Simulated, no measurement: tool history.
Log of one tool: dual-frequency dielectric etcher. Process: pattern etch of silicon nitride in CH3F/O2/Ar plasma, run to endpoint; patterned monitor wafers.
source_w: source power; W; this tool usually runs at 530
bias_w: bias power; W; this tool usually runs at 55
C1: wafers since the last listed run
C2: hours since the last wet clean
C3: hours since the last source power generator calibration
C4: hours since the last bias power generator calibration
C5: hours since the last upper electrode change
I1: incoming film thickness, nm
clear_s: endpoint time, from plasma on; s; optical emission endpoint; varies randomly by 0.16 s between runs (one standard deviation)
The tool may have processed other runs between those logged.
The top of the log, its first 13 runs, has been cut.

-- hour=794.3 bias power generator calibrated
-- hour=809.1 wet clean of the chamber
run 14 hour=813.1 | source_w=530 bias_w=55 | C1=349 C2=4 C3=1873.1 C4=18.8 C5=1932.1 | I1=35.94 | clear_s=49
run 15 hour=847.5 | source_w=530 bias_w=55 | C1=265 C2=38.4 C3=1907.5 C4=53.2 C5=1966.5 | I1=35.39 | clear_s=48.3
-- hour=859.1 source power generator calibrated
run 16 hour=909.3 | source_w=430 bias_w=55 | C1=446 C2=100.2 C3=50.2 C4=115 C5=2028.3 | I1=35.7 | clear_s=55.1
-- hour=966 upper electrode replaced
run 17 hour=966.5 | source_w=440 bias_w=43 | C1=256 C2=157.4 C3=107.4 C4=172.2 C5=0.5 | I1=35.28 | clear_s=60.1
run 18 hour=991.2 | source_w=600 bias_w=55 | C1=190 C2=182.1 C3=132.1 C4=196.9 C5=25.2 | I1=34.94 | clear_s=45.3
run 19 hour=1057.4 | source_w=530 bias_w=55 | C1=511 C2=248.3 C3=198.3 C4=263.1 C5=91.4 | I1=35.31 | clear_s=48.8
run 20 hour=1129.2 | source_w=400 bias_w=42 | C1=555 C2=320.1 C3=270.1 C4=334.9 C5=163.2 | I1=35.33 | clear_s=65
run 21 hour=1153.4 | source_w=530 bias_w=55 | C1=187 C2=344.3 C3=294.3 C4=359.1 C5=187.4 | I1=35.26 | clear_s=49
run 22 hour=1190.8 | source_w=660 bias_w=45 | C1=289 C2=381.7 C3=331.7 C4=396.5 C5=224.8 | I1=34.87 | clear_s=46.8
run 23 hour=1281.4 | source_w=650 bias_w=43 | C1=700 C2=472.3 C3=422.3 C4=487.1 C5=315.4 | I1=35.3 | clear_s=49.2
run 24 hour=1319.1 | source_w=530 bias_w=55 | C1=291 C2=510 C3=460 C4=524.8 C5=353.1 | I1=34.96 | clear_s=49.5
run 25 hour=1356.8 | source_w=420 bias_w=55 | C1=291 C2=547.7 C3=497.7 C4=562.5 C5=390.8 | I1=35.16 | clear_s=57.2
-- hour=1392.7 wet clean of the chamber
run 26 hour=1409.6 | source_w=420 bias_w=63 | C1=222 C2=16.9 C3=550.5 C4=615.3 C5=443.6 | I1=35.18 | clear_s=51.7
run 27 hour=1456.7 | source_w=600 bias_w=69 | C1=364 C2=64 C3=597.6 C4=662.4 C5=490.7 | I1=34.87 | clear_s=40.8
run 28 hour=1525.9 | source_w=580 bias_w=42 | C1=535 C2=133.2 C3=666.8 C4=731.6 C5=559.9 | I1=35 | clear_s=51.3
run 29 hour=1586.4 | source_w=460 bias_w=50 | C1=467 C2=193.7 C3=727.3 C4=792.1 C5=620.4 | I1=35.08 | clear_s=54.8
run 30 hour=1657.2 | source_w=530 bias_w=55 | C1=547 C2=264.5 C3=798.1 C4=862.9 C5=691.2 | I1=35.13 | clear_s=48.8
run 31 hour=1726.5 | source_w=530 bias_w=48 | C1=535 C2=333.8 C3=867.4 C4=932.2 C5=760.5 | I1=35.4 | clear_s=52.5
run 32 hour=1786.7 | source_w=530 bias_w=55 | C1=465 C2=394 C3=927.6 C4=992.4 C5=820.7 | I1=35.27 | clear_s=49.6
run 33 hour=1824.9 | source_w=640 bias_w=55 | C1=295 C2=432.2 C3=965.8 C4=1030.6 C5=858.9 | I1=34.92 | clear_s=44.4
run 34 hour=1867.5 | source_w=460 bias_w=65 | C1=329 C2=474.8 C3=1008.4 C4=1073.2 C5=901.5 | I1=35.6 | clear_s=50.6
run 35 hour=1920.2 | source_w=440 bias_w=49 | C1=407 C2=527.5 C3=1061.1 C4=1125.9 C5=954.2 | I1=35.35 | clear_s=58.8
-- hour=1962.2 wet clean of the chamber
run 36 hour=1962.7 | source_w=590 bias_w=55 | C1=143 C2=0.5 C3=1103.6 C4=1168.4 C5=996.7 | I1=35.46 | clear_s=45.7

3 options for the next run, each taken on its own from the tool as it stands now. Forecast them:
run A hour=1963.1 | source_w=530 bias_w=62 | C1=3 C2=0.9 C3=1104 C4=1168.8 C5=997.1 | I1=34.98 | clear_s=?
run B hour=1963.1 | source_w=430 bias_w=66 | C1=3 C2=0.9 C3=1104 C4=1168.8 C5=997.1 | I1=34.98 | clear_s=?
run C hour=1963.1 | source_w=530 bias_w=45 | C1=3 C2=0.9 C3=1104 C4=1168.8 C5=997.1 | I1=34.98 | clear_s=?

run=A clear_s=45.8
run=B clear_s=50.1
run=C clear_s=52.3
With the hidden condition removed and each run's random variation left untouched, the same runs would have given:
run=A clear_s=45.7
run=B clear_s=50
run=C clear_s=52.3
